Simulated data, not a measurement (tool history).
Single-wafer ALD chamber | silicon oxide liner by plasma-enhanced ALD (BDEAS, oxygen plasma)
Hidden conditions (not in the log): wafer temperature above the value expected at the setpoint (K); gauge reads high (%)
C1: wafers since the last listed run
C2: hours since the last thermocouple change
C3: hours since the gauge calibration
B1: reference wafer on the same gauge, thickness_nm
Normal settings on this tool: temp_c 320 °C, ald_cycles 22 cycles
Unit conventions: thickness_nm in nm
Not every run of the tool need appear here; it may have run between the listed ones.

{"run": 1, "hour": 0.0, "temp_c": 320, "ald_cycles": 22, "C1": 0, "C2": 993.4, "C3": 620.6, "B1": 2.208, "thickness_nm": 1.973}
{"run": 2, "hour": 115.3, "temp_c": 320, "ald_cycles": 22, "C1": 1776, "C2": 1108.7, "C3": 735.9, "B1": 2.214, "thickness_nm": 2.0}
{"run": 3, "hour": 155.8, "temp_c": 320, "ald_cycles": 22, "C1": 623, "C2": 1149.2, "C3": 776.4, "B1": 2.215, "thickness_nm": 1.99}
{"run": 4, "hour": 186.7, "temp_c": 320, "ald_cycles": 22, "C1": 476, "C2": 1180.1, "C3": 807.3, "B1": 2.219, "thickness_nm": 1.982}
{"hour": 345.4, "done": "gauge calibrated"}
{"run": 5, "hour": 392.7, "temp_c": 320, "ald_cycles": 22, "C1": 3173, "C2": 1386.1, "C3": 47.3, "B1": 2.15, "thickness_nm": 1.917}
{"run": 6, "hour": 416.8, "temp_c": 320, "ald_cycles": 22, "C1": 371, "C2": 1410.2, "C3": 71.4, "B1": 2.151, "thickness_nm": 1.921}
{"run": 7, "hour": 455.6, "temp_c": 320, "ald_cycles": 22, "C1": 597, "C2": 1449.0, "C3": 110.2, "B1": 2.154, "thickness_nm": 1.918}
{"hour": 584.1, "done": "thermocouple changed; heater temperature recalibrated"}
{"run": 8, "hour": 647.0, "temp_c": 320, "ald_cycles": 22, "C1": 2825, "C2": 62.9, "C3": 301.6, "B1": 2.165, "thickness_nm": 1.948}
{"run": 9, "hour": 744.7, "temp_c": 320, "ald_cycles": 22, "C1": 1505, "C2": 160.6, "C3": 399.3, "B1": 2.172, "thickness_nm": 1.941}
{"run": 10, "hour": 814.6, "temp_c": 320, "ald_cycles": 22, "C1": 1076, "C2": 230.5, "C3": 469.2, "B1": 2.178, "thickness_nm": 1.962}
{"run": 11, "hour": 840.1, "temp_c": 331, "ald_cycles": 22, "C1": 392, "C2": 256.0, "C3": 494.7, "B1": 2.182, "thickness_nm": 1.914}
{"run": 12, "hour": 875.9, "temp_c": 309, "ald_cycles": 22, "C1": 551, "C2": 291.8, "C3": 530.5, "B1": 2.181, "thickness_nm": 2.0}
{"run": 13, "hour": 903.1, "temp_c": 307, "ald_cycles": 20, "C1": 419, "C2": 319.0, "C3": 557.7, "B1": 2.185, "thickness_nm": 1.815}
{"run": 14, "hour": 1110.5, "temp_c": 320, "ald_cycles": 22, "C1": 3194, "C2": 526.4, "C3": 765.1, "B1": 2.202, "thickness_nm": 1.976}
{"run": 15, "hour": 1151.0, "temp_c": 320, "ald_cycles": 22, "C1": 623, "C2": 566.9, "C3": 805.6, "B1": 2.203, "thickness_nm": 1.968}
{"run": 16, "hour": 1192.4, "temp_c": 320, "ald_cycles": 22, "C1": 637, "C2": 608.3, "C3": 847.0, "B1": 2.207, "thickness_nm": 1.968}
{"hour": 1261.9, "done": "gauge calibrated"}
{"run": 17, "hour": 1264.0, "temp_c": 306, "ald_cycles": 23, "C1": 1102, "C2": 679.9, "C3": 2.1, "B1": 2.169, "thickness_nm": 2.068}

What does the tool deliver on the next run?
{"run": 18, "hour": 1303.6, "temp_c": 320, "ald_cycles": 22, "C1": 610, "C2": 719.5, "C3": 41.7, "B1": "?", "thickness_nm": "?"}

Run 18 yielded B1 2.172, thickness_nm 1.955 nm.
The same run, on a tool lacking any hidden state, would have yielded thickness_nm 1.945 nm.
